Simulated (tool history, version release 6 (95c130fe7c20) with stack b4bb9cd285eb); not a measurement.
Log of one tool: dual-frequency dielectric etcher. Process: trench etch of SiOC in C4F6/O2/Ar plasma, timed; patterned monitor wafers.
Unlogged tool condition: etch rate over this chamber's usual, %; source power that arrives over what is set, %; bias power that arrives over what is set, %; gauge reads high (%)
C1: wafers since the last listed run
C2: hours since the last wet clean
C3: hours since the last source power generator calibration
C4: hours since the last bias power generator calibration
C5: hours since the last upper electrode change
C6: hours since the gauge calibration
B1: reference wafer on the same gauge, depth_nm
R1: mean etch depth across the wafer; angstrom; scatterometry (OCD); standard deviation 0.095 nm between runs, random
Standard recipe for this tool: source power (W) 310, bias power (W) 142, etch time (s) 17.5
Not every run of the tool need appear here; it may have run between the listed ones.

{"run": 1, "hour": 0.0, "source power (W)": 340, "bias power (W)": 142, "etch time (s)": 20, "C1": 0, "C2": 325, "C3": 1162.6, "C4": 4122.9, "C5": 4861.1, "C6": 1861.5, "B1": 30.82, "R1": 352.4}
{"run": 2, "hour": 89.2, "source power (W)": 310, "bias power (W)": 142, "etch time (s)": 17.5, "C1": 1405, "C2": 414.2, "C3": 1251.8, "C4": 4212.1, "C5": 4950.3, "C6": 1950.7, "B1": 30.83, "R1": 296.8}
{"run": 3, "hour": 172.6, "source power (W)": 310, "bias power (W)": 142, "etch time (s)": 17.5, "C1": 1314, "C2": 497.6, "C3": 1335.2, "C4": 4295.5, "C5": 5033.7, "C6": 2034.1, "B1": 30.76, "R1": 297}
{"run": 4, "hour": 246.3, "source power (W)": 310, "bias power (W)": 142, "etch time (s)": 17.5, "C1": 1161, "C2": 571.3, "C3": 1408.9, "C4": 4369.2, "C5": 5107.4, "C6": 2107.8, "B1": 30.78, "R1": 297.7}
{"hour": 311.3, "done": "wet clean of the chamber"}
{"run": 5, "hour": 322.5, "source power (W)": 310, "bias power (W)": 142, "etch time (s)": 17.5, "C1": 822, "C2": 11.2, "C3": 1485.1, "C4": 4445.4, "C5": 5183.6, "C6": 2184, "B1": 30.8, "R1": 296.1}
{"run": 6, "hour": 360.5, "source power (W)": 310, "bias power (W)": 142, "etch time (s)": 17.5, "C1": 598, "C2": 49.2, "C3": 1523.1, "C4": 4483.4, "C5": 5221.6, "C6": 2222, "B1": 30.79, "R1": 298}
{"run": 7, "hour": 421.6, "source power (W)": 310, "bias power (W)": 142, "etch time (s)": 17.5, "C1": 962, "C2": 110.3, "C3": 1584.2, "C4": 4544.5, "C5": 5282.7, "C6": 2283.1, "B1": 30.81, "R1": 297.9}
{"hour": 436.0, "done": "bias power generator calibrated"}
{"hour": 456.1, "done": "upper electrode replaced"}
{"run": 8, "hour": 459.8, "source power (W)": 260, "bias power (W)": 142, "etch time (s)": 19, "C1": 221, "C2": 148.5, "C3": 1622.4, "C4": 23.8, "C5": 3.7, "C6": 2321.3, "B1": 30.81, "R1": 301.4}
{"run": 9, "hour": 516.7, "source power (W)": 310, "bias power (W)": 142, "etch time (s)": 17.5, "C1": 896, "C2": 205.4, "C3": 1679.3, "C4": 80.7, "C5": 60.6, "C6": 2378.2, "B1": 30.79, "R1": 299.4}
{"run": 10, "hour": 606.8, "source power (W)": 310, "bias power (W)": 142, "etch time (s)": 17.5, "C1": 1419, "C2": 295.5, "C3": 1769.4, "C4": 170.8, "C5": 150.7, "C6": 2468.3, "B1": 30.82, "R1": 296.1}
{"run": 11, "hour": 652.5, "source power (W)": 310, "bias power (W)": 142, "etch time (s)": 17.5, "C1": 720, "C2": 341.2, "C3": 1815.1, "C4": 216.5, "C5": 196.4, "C6": 2514, "B1": 30.79, "R1": 298.5}
{"run": 12, "hour": 689.6, "source power (W)": 310, "bias power (W)": 142, "etch time (s)": 17.5, "C1": 584, "C2": 378.3, "C3": 1852.2, "C4": 253.6, "C5": 233.5, "C6": 2551.1, "B1": 30.77, "R1": 297.2}
{"hour": 809.0, "done": "wet clean of the chamber"}
{"run": 13, "hour": 809.5, "source power (W)": 310, "bias power (W)": 123, "etch time (s)": 20.5, "C1": 1511, "C2": 0.5, "C3": 1972.1, "C4": 373.5, "C5": 353.4, "C6": 2671, "B1": 30.78, "R1": 323.9}
{"run": 14, "hour": 828.4, "source power (W)": 310, "bias power (W)": 142, "etch time (s)": 17.5, "C1": 297, "C2": 19.4, "C3": 1991, "C4": 392.4, "C5": 372.3, "C6": 2689.9, "B1": 30.79, "R1": 297.5}
{"hour": 897.3, "done": "gauge calibrated"}
{"run": 15, "hour": 914.7, "source power (W)": 270, "bias power (W)": 142, "etch time (s)": 20, "C1": 1359, "C2": 105.7, "C3": 2077.3, "C4": 478.7, "C5": 458.6, "C6": 17.4, "B1": 30.8, "R1": 322.9}
{"run": 16, "hour": 963.7, "source power (W)": 340, "bias power (W)": 170, "etch time (s)": 17.5, "C1": 772, "C2": 154.7, "C3": 2126.3, "C4": 527.7, "C5": 507.6, "C6": 66.4, "B1": 30.79, "R1": 335.6}
{"run": 17, "hour": 1060.3, "source power (W)": 280, "bias power (W)": 170, "etch time (s)": 21.5, "C1": 1522, "C2": 251.3, "C3": 2222.9, "C4": 624.3, "C5": 604.2, "C6": 163, "B1": 30.79, "R1": 384}
{"run": 18, "hour": 1262.2, "source power (W)": 310, "bias power (W)": 142, "etch time (s)": 21, "C1": 3181, "C2": 453.2, "C3": 2424.8, "C4": 826.2, "C5": 806.1, "C6": 364.9, "B1": 30.81, "R1": 358.2}
{"hour": 1331.2, "done": "source power generator calibrated"}
{"hour": 1449.8, "done": "wet clean of the chamber"}
{"run": 19, "hour": 1569.3, "source power (W)": 380, "bias power (W)": 113, "etch time (s)": 20, "C1": 4397, "C2": 119.5, "C3": 238.1, "C4": 1133.3, "C5": 1113.2, "C6": 672, "B1": 30.78, "R1": 328.6}
{"run": 20, "hour": 1622.5, "source power (W)": 250, "bias power (W)": 142, "etch time (s)": 17.5, "C1": 838, "C2": 172.7, "C3": 291.3, "C4": 1186.5, "C5": 1166.4, "C6": 725.2, "B1": 30.8, "R1": 272.9}
{"run": 21, "hour": 1717.7, "source power (W)": 280, "bias power (W)": 130, "etch time (s)": 17.5, "C1": 1500, "C2": 267.9, "C3": 386.5, "C4": 1281.7, "C5": 1261.6, "C6": 820.4, "B1": 30.79, "R1": 273.5}
{"run": 22, "hour": 1787.9, "source power (W)": 340, "bias power (W)": 153, "etch time (s)": 22, "C1": 1106, "C2": 338.1, "C3": 456.7, "C4": 1351.9, "C5": 1331.8, "C6": 890.6, "B1": 30.79, "R1": 402.2}
{"run": 23, "hour": 1857.0, "source power (W)": 360, "bias power (W)": 142, "etch time (s)": 17.5, "C1": 1088, "C2": 407.2, "C3": 525.8, "C4": 1421, "C5": 1400.9, "C6": 959.7, "B1": 30.78, "R1": 316.2}
{"run": 24, "hour": 1925.3, "source power (W)": 310, "bias power (W)": 142, "etch time (s)": 17.5, "C1": 1076, "C2": 475.5, "C3": 594.1, "C4": 1489.3, "C5": 1469.2, "C6": 1028, "B1": 30.82, "R1": 297.9}
{"run": 25, "hour": 1968.3, "source power (W)": 230, "bias power (W)": 167, "etch time (s)": 19, "C1": 677, "C2": 518.5, "C3": 637.1, "C4": 1532.3, "C5": 1512.2, "C6": 1071, "B1": 30.83, "R1": 309.9}
{"hour": 2008.4, "done": "wet clean of the chamber"}
{"run": 26, "hour": 2064.7, "source power (W)": 270, "bias power (W)": 178, "etch time (s)": 20.5, "C1": 1140, "C2": 56.3, "C3": 733.5, "C4": 1628.7, "C5": 1608.6, "C6": 1167.4, "B1": 30.81, "R1": 367.7}
{"run": 27, "hour": 2140.7, "source power (W)": 330, "bias power (W)": 142, "etch time (s)": 17.5, "C1": 1197, "C2": 132.3, "C3": 809.5, "C4": 1704.7, "C5": 1684.6, "C6": 1243.4, "B1": 30.82, "R1": 305.2}
{"run": 28, "hour": 2209.2, "source power (W)": 310, "bias power (W)": 142, "etch time (s)": 13, "C1": 1079, "C2": 200.8, "C3": 878, "C4": 1773.2, "C5": 1753.1, "C6": 1311.9, "B1": 30.8, "R1": 221.3}
{"run": 29, "hour": 2308.3, "source power (W)": 230, "bias power (W)": 142, "etch time (s)": 12.5, "C1": 1561, "C2": 299.9, "C3": 977.1, "C4": 1872.3, "C5": 1852.2, "C6": 1411, "B1": 30.8, "R1": 187.4}

For each run, what was the tool's unlogged condition?
etch rate over this chamber's usual, %: 0, the same for each run
source power that arrives over what is set, %: 0, the same for each run
bias power that arrives over what is set, %: 0, the same for each run
gauge reads high (%): 0, the same for each run

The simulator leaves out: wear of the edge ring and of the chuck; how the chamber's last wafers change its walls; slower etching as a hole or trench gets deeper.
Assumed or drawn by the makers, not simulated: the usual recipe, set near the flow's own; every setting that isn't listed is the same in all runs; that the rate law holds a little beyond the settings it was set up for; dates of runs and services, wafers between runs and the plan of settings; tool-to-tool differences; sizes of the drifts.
